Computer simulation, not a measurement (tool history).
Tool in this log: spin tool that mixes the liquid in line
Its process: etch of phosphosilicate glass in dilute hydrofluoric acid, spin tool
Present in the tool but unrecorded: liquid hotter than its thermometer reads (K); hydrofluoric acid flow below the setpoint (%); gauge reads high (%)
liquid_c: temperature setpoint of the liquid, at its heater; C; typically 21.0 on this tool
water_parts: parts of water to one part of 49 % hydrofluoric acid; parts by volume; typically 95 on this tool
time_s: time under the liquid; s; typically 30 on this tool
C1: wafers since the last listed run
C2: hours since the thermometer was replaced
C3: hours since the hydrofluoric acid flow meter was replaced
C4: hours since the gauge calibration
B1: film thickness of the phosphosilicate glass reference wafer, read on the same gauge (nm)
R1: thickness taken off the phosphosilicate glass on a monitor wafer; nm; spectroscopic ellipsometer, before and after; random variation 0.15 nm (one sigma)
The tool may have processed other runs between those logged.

{"run": 1, "day": 0.0, "liquid_c": 21.0, "water_parts": 110, "time_s": 15, "C1": 0, "C2": 2133.3, "C3": 1984.3, "C4": 54.3, "B1": 90.01, "R1": 9.12}
{"run": 2, "day": 0.438, "liquid_c": 21.0, "water_parts": 65, "time_s": 45, "C1": 166, "C2": 2143.8, "C3": 1994.8, "C4": 64.8, "B1": 90.04, "R1": 48.51}
{"run": 3, "day": 0.946, "liquid_c": 21.0, "water_parts": 65, "time_s": 45, "C1": 193, "C2": 2156.0, "C3": 2007.0, "C4": 77.0, "B1": 90.0, "R1": 49.23}
{"run": 4, "day": 1.604, "liquid_c": 21.0, "water_parts": 80, "time_s": 30, "C1": 249, "C2": 2171.8, "C3": 2022.8, "C4": 92.8, "B1": 90.02, "R1": 26.26}
{"run": 5, "day": 2.296, "liquid_c": 21.0, "water_parts": 80, "time_s": 30, "C1": 262, "C2": 2188.4, "C3": 2039.4, "C4": 109.4, "B1": 90.0, "R1": 26.33}
{"run": 6, "day": 2.625, "liquid_c": 21.0, "water_parts": 95, "time_s": 30, "C1": 124, "C2": 2196.3, "C3": 2047.3, "C4": 117.3, "B1": 89.97, "R1": 21.8}
{"run": 7, "day": 3.238, "liquid_c": 21.0, "water_parts": 135, "time_s": 30, "C1": 232, "C2": 2211.0, "C3": 2062.0, "C4": 132.0, "B1": 90.01, "R1": 14.3}
{"run": 8, "day": 3.5, "liquid_c": 21.0, "water_parts": 135, "time_s": 30, "C1": 99, "C2": 2217.3, "C3": 2068.3, "C4": 138.3, "B1": 89.98, "R1": 14.21}
{"run": 9, "day": 4.15, "liquid_c": 21.0, "water_parts": 135, "time_s": 30, "C1": 246, "C2": 2232.9, "C3": 2083.9, "C4": 153.9, "B1": 90.01, "R1": 14.38}
{"run": 10, "day": 4.688, "liquid_c": 21.0, "water_parts": 95, "time_s": 35, "C1": 204, "C2": 2245.8, "C3": 2096.8, "C4": 166.8, "B1": 90.01, "R1": 24.72}
{"run": 11, "day": 5.246, "liquid_c": 21.0, "water_parts": 95, "time_s": 35, "C1": 211, "C2": 2259.2, "C3": 2110.2, "C4": 180.2, "B1": 90.02, "R1": 25.08}
{"run": 12, "day": 5.833, "liquid_c": 25.5, "water_parts": 130, "time_s": 30, "C1": 223, "C2": 2273.3, "C3": 2124.3, "C4": 194.3, "B1": 89.98, "R1": 17.72}
{"run": 13, "day": 6.179, "liquid_c": 21.0, "water_parts": 65, "time_s": 45, "C1": 131, "C2": 2281.6, "C3": 2132.6, "C4": 202.6, "B1": 89.99, "R1": 48.47}
{"run": 14, "day": 6.746, "liquid_c": 17.5, "water_parts": 45, "time_s": 20, "C1": 215, "C2": 2295.2, "C3": 2146.2, "C4": 216.2, "B1": 90.01, "R1": 27.77}
{"run": 15, "day": 7.396, "liquid_c": 19.0, "water_parts": 95, "time_s": 15, "C1": 246, "C2": 2310.8, "C3": 2161.8, "C4": 231.8, "B1": 90.0, "R1": 9.88}
{"day": 7.504, "done": "thermometer replaced"}
{"run": 16, "day": 7.771, "liquid_c": 21.0, "water_parts": 95, "time_s": 20, "C1": 126, "C2": 6.4, "C3": 2170.8, "C4": 240.8, "B1": 90.02, "R1": 14.09}
{"day": 8.075, "done": "hydrofluoric acid flow meter replaced"}
{"run": 17, "day": 8.233, "liquid_c": 21.0, "water_parts": 95, "time_s": 30, "C1": 159, "C2": 17.5, "C3": 3.8, "C4": 251.9, "B1": 90.03, "R1": 24.44}
{"run": 18, "day": 8.529, "liquid_c": 19.5, "water_parts": 120, "time_s": 45, "C1": 112, "C2": 24.6, "C3": 10.9, "C4": 259.0, "B1": 90.0, "R1": 26.65}
{"run": 19, "day": 9.104, "liquid_c": 21.0, "water_parts": 95, "time_s": 50, "C1": 218, "C2": 38.4, "C3": 24.7, "C4": 272.8, "B1": 90.0, "R1": 40.95}
{"run": 20, "day": 9.629, "liquid_c": 21.0, "water_parts": 95, "time_s": 30, "C1": 199, "C2": 51.0, "C3": 37.3, "C4": 285.4, "B1": 90.04, "R1": 24.53}
{"day": 10.567, "done": "gauge calibrated"}
{"run": 21, "day": 11.558, "liquid_c": 23.0, "water_parts": 140, "time_s": 50, "C1": 732, "C2": 97.3, "C3": 83.6, "C4": 23.8, "B1": 89.98, "R1": 28.77}
{"run": 22, "day": 12.221, "liquid_c": 21.0, "water_parts": 95, "time_s": 35, "C1": 251, "C2": 113.2, "C3": 99.5, "C4": 39.7, "B1": 89.98, "R1": 28.7}
{"run": 23, "day": 12.912, "liquid_c": 21.0, "water_parts": 95, "time_s": 30, "C1": 262, "C2": 129.8, "C3": 116.1, "C4": 56.3, "B1": 89.98, "R1": 24.68}
{"run": 24, "day": 13.642, "liquid_c": 23.0, "water_parts": 140, "time_s": 50, "C1": 276, "C2": 147.3, "C3": 133.6, "C4": 73.8, "B1": 90.02, "R1": 28.37}
{"run": 25, "day": 13.921, "liquid_c": 21.0, "water_parts": 95, "time_s": 35, "C1": 105, "C2": 154.0, "C3": 140.3, "C4": 80.5, "B1": 90.04, "R1": 28.51}
{"run": 26, "day": 14.533, "liquid_c": 21.0, "water_parts": 95, "time_s": 30, "C1": 232, "C2": 168.7, "C3": 155.0, "C4": 95.2, "B1": 90.01, "R1": 24.51}
{"run": 27, "day": 15.096, "liquid_c": 25.0, "water_parts": 95, "time_s": 30, "C1": 213, "C2": 182.2, "C3": 168.5, "C4": 108.7, "B1": 89.99, "R1": 29.01}
{"run": 28, "day": 15.421, "liquid_c": 21.0, "water_parts": 95, "time_s": 30, "C1": 123, "C2": 190.0, "C3": 176.3, "C4": 116.5, "B1": 90.02, "R1": 24.34}
{"run": 29, "day": 15.688, "liquid_c": 21.0, "water_parts": 60, "time_s": 30, "C1": 101, "C2": 196.4, "C3": 182.7, "C4": 122.9, "B1": 90.0, "R1": 40.55}
{"run": 30, "day": 16.192, "liquid_c": 25.0, "water_parts": 120, "time_s": 15, "C1": 191, "C2": 208.5, "C3": 194.8, "C4": 135.0, "B1": 89.99, "R1": 11.05}
{"run": 31, "day": 16.562, "liquid_c": 18.5, "water_parts": 55, "time_s": 50, "C1": 140, "C2": 217.4, "C3": 203.7, "C4": 143.9, "B1": 89.95, "R1": 66.3}
{"run": 32, "day": 17.308, "liquid_c": 21.0, "water_parts": 75, "time_s": 30, "C1": 283, "C2": 235.3, "C3": 221.6, "C4": 161.8, "B1": 89.99, "R1": 31.44}
{"run": 33, "day": 17.688, "liquid_c": 24.5, "water_parts": 55, "time_s": 20, "C1": 143, "C2": 244.4, "C3": 230.7, "C4": 170.9, "B1": 90.01, "R1": 34.11}

Measured result minus the same run's result without the hidden state. Both carry the same run-to-run variation, though not necessarily the same gauge scatter:
run=1 R1=-1.39
run=2 R1=-7.11
run=3 R1=-7.26
run=4 R1=-3.97
run=5 R1=-4.02
run=6 R1=-3.39
run=7 R1=-2.32
run=8 R1=-2.32
run=9 R1=-2.36
run=10 R1=-3.94
run=11 R1=-4.01
run=12 R1=-3.00
run=13 R1=-7.60
run=14 R1=-4.26
run=15 R1=-1.61
run=16 R1=-2.33
run=17 R1=-0.16
run=18 R1=-0.19
run=19 R1=-0.32
run=20 R1=-0.21
run=21 R1=-0.34
run=22 R1=-0.34
run=23 R1=-0.33
run=24 R1=-0.42
run=25 R1=-0.41
run=26 R1=-0.38
run=27 R1=-0.47
run=28 R1=-0.40
run=29 R1=-0.67
run=30 R1=-0.21
run=31 R1=-1.15
run=32 R1=-0.60
run=33 R1=-0.66

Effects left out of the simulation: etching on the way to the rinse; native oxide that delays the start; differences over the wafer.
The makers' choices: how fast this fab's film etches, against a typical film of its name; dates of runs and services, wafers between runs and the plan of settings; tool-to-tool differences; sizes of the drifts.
